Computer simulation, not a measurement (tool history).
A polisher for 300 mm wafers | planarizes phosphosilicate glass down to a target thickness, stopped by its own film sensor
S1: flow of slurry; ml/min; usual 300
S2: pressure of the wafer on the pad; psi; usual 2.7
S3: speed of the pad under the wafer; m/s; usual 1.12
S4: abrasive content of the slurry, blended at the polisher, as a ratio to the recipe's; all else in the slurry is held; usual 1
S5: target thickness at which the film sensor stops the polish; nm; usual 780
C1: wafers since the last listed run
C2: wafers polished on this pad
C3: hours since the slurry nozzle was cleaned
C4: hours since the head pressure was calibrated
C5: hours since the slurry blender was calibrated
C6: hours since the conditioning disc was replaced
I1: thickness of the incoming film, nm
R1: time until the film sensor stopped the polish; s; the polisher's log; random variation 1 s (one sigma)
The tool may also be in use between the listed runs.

Run 1, hour 0: usual settings; C1 0; C2 45; C3 59.2; C4 39.4; C5 744.1; C6 414.5; I1 1396.7. Result: R1 75.1 s.
At hour 49.9: slurry blender recalibrated.
Run 2, hour 91.5: usual settings; C1 760; C2 805; C3 150.7; C4 130.9; C5 41.6; C6 506; I1 1402.9. Result: R1 70.4 s.
Run 3, hour 187.1: usual settings but S4 1.1; C1 812; C2 1617; C3 246.3; C4 226.5; C5 137.2; C6 601.6; I1 1365.9. Result: R1 61.8 s.
Run 4, hour 241.6: usual settings; C1 463; C2 2081; C3 300.8; C4 281; C5 191.7; C6 656.1; I1 1411.3. Result: R1 72.1 s.
At hour 336.6: conditioning disc replaced and pad reconditioned.
Run 5, hour 415.3: usual settings but S1 375 ml/min, S2 1.9 psi, S4 0.9, S5 718 nm; C1 1458; C2 3540; C3 474.5; C4 454.7; C5 365.4; C6 78.7; I1 1403.7. Result: R1 102.4 s.
Run 6, hour 514: usual settings; C1 838; C2 4378; C3 573.2; C4 553.4; C5 464.1; C6 177.4; I1 1396.6. Result: R1 69 s.
At hour 572.3: slurry nozzle cleaned.
At hour 594.6: head pressure recalibrated.
Run 7, hour 602.2: usual settings; C1 723; C2 5102; C3 29.9; C4 7.6; C5 552.3; C6 265.6; I1 1384.2. Result: R1 72.8 s.
At hour 654.1: worn pad replaced by a new one.
Run 8, hour 666.1: usual settings but S4 1.3, S5 927 nm; C1 508; C2 102; C3 93.8; C4 71.5; C5 616.2; C6 329.5; I1 1402. Result: R1 48.5 s.
Run 9, hour 752.3: usual settings but S1 320 ml/min; C1 732; C2 834; C3 180; C4 157.7; C5 702.4; C6 415.7; I1 1398.5. Result: R1 71.9 s.
At hour 801.1: slurry blender recalibrated.
Run 10, hour 812.1: usual settings but S5 946 nm; C1 491; C2 1325; C3 239.8; C4 217.5; C5 11; C6 475.5; I1 1391.1. Result: R1 50 s.
Run 11, hour 915: usual settings; C1 874; C2 2199; C3 342.7; C4 320.4; C5 113.9; C6 578.4; I1 1395.3. Result: R1 69.3 s.
Run 12, hour 1013.8: usual settings but S1 240 ml/min, S3 0.86 m/s, S4 1.25; C1 839; C2 3039; C3 441.5; C4 419.2; C5 212.7; C6 677.2; I1 1381.3. Result: R1 74.7 s.
Run 13, hour 1090.2: usual settings; C1 649; C2 3688; C3 517.9; C4 495.6; C5 289.1; C6 753.6; I1 1415.1. Result: R1 69.7 s.
At hour 1114.2: conditioning disc replaced and pad reconditioned.
Run 14, hour 1187.2: usual settings but S1 395 ml/min, S2 3.5 psi, S4 0.75, S5 862 nm; C1 807; C2 4495; C3 614.9; C4 592.6; C5 386.1; C6 73; I1 1407.9. Result: R1 58.1 s.
Run 15, hour 1243.1: usual settings but S3 1.48 m/s, S4 1.25, S5 628 nm; C1 475; C2 4970; C3 670.8; C4 648.5; C5 442; C6 128.9; I1 1395.5. Result: R1 59.6 s.
At hour 1337.7: slurry nozzle cleaned.
At hour 1345.6: head pressure recalibrated.
At hour 1410.5: worn pad replaced by a new one.
At hour 1456.7: slurry blender recalibrated.
Run 16, hour 1490.8: usual settings; C1 2028; C2 665; C3 153.1; C4 145.2; C5 34.1; C6 376.6; I1 1401.5. Result: R1 71.5 s.
Run 17, hour 1630.3: usual settings but S3 1.32 m/s; C1 1185; C2 1850; C3 292.6; C4 284.7; C5 173.6; C6 516.1; I1 1380. Result: R1 59.7 s.
Run 18, hour 1682.4: usual settings; C1 442; C2 2293; C3 344.7; C4 336.8; C5 225.7; C6 568.2; I1 1397.5. Result: R1 70.3 s.
Run 19, hour 1789.2: usual settings but S1 375 ml/min, S4 0.7, S5 652 nm; C1 907; C2 3200; C3 451.5; C4 443.6; C5 332.5; C6 675; I1 1389.4. Result: R1 105.5 s.
At hour 1851.8: conditioning disc replaced and pad reconditioned.
Run 20, hour 1864.6: usual settings but S3 0.88 m/s; C1 623; C2 3824; C3 526.9; C4 519; C5 407.9; C6 12.8; I1 1406.9. Result: R1 84.5 s.
Run 21, hour 1902.2: usual settings but S2 3 psi, S4 1.25, S5 960 nm; C1 319; C2 4144; C3 564.5; C4 556.6; C5 445.5; C6 50.4; I1 1383.7. Result: R1 38 s.
Run 22, hour 1967.5: usual settings but S1 355 ml/min, S2 3.2 psi, S4 1.2; C1 554; C2 4698; C3 629.8; C4 621.9; C5 510.8; C6 115.7; I1 1394. Result: R1 53.5 s.
At hour 2041.9: head pressure recalibrated.
At hour 2063: slurry blender recalibrated.
Run 23, hour 2067.8: usual settings but S1 330 ml/min, S2 1.8 psi, S5 974 nm; C1 818; C2 5517; C3 730.1; C4 25.9; C5 4.8; C6 216; I1 1406. Result: R1 70 s.
At hour 2075.7: slurry nozzle cleaned.
Run 24, hour 2104: usual settings but S5 939 nm; C1 299; C2 5816; C3 28.3; C4 62.1; C5 41; C6 252.2; I1 1416.2. Result: R1 56.8 s.

5 ways to go on from here, each from the tool as it stands after run 24. What would each give?
Run A, hour 2104.5: usual settings but S4 1.15; C1 4; C2 5820; C3 28.8; C4 62.6; C5 41.5; C6 252.7; I1 1395. Result: R1 ?.
Run B, hour 2104.5: usual settings but S3 1.42 m/s, S4 1.1, S5 657 nm; C1 4; C2 5820; C3 28.8; C4 62.6; C5 41.5; C6 252.7; I1 1395. Result: R1 ?.
Run C, hour 2104.5: usual settings but S3 1.42 m/s, S4 1.25; C1 4; C2 5820; C3 28.8; C4 62.6; C5 41.5; C6 252.7; I1 1395. Result: R1 ?.
Run D, hour 2104.5: usual settings but S1 395 ml/min, S4 0.8, S5 853 nm; C1 4; C2 5820; C3 28.8; C4 62.6; C5 41.5; C6 252.7; I1 1395. Result: R1 ?.
Run E, hour 2104.5: usual settings but S1 390 ml/min, S3 1.5 m/s, S4 1.15, S5 900 nm; C1 4; C2 5820; C3 28.8; C4 62.6; C5 41.5; C6 252.7; I1 1395. Result: R1 ?.

run    R1
  A  66.5
  B  67.5
  C  52.7
  D    72
  E  41.4
Without the tool's hidden state the same runs would have given:
run    R1
  A  67.4
  B  68.5
  C  53.5
  D    73
  E    42
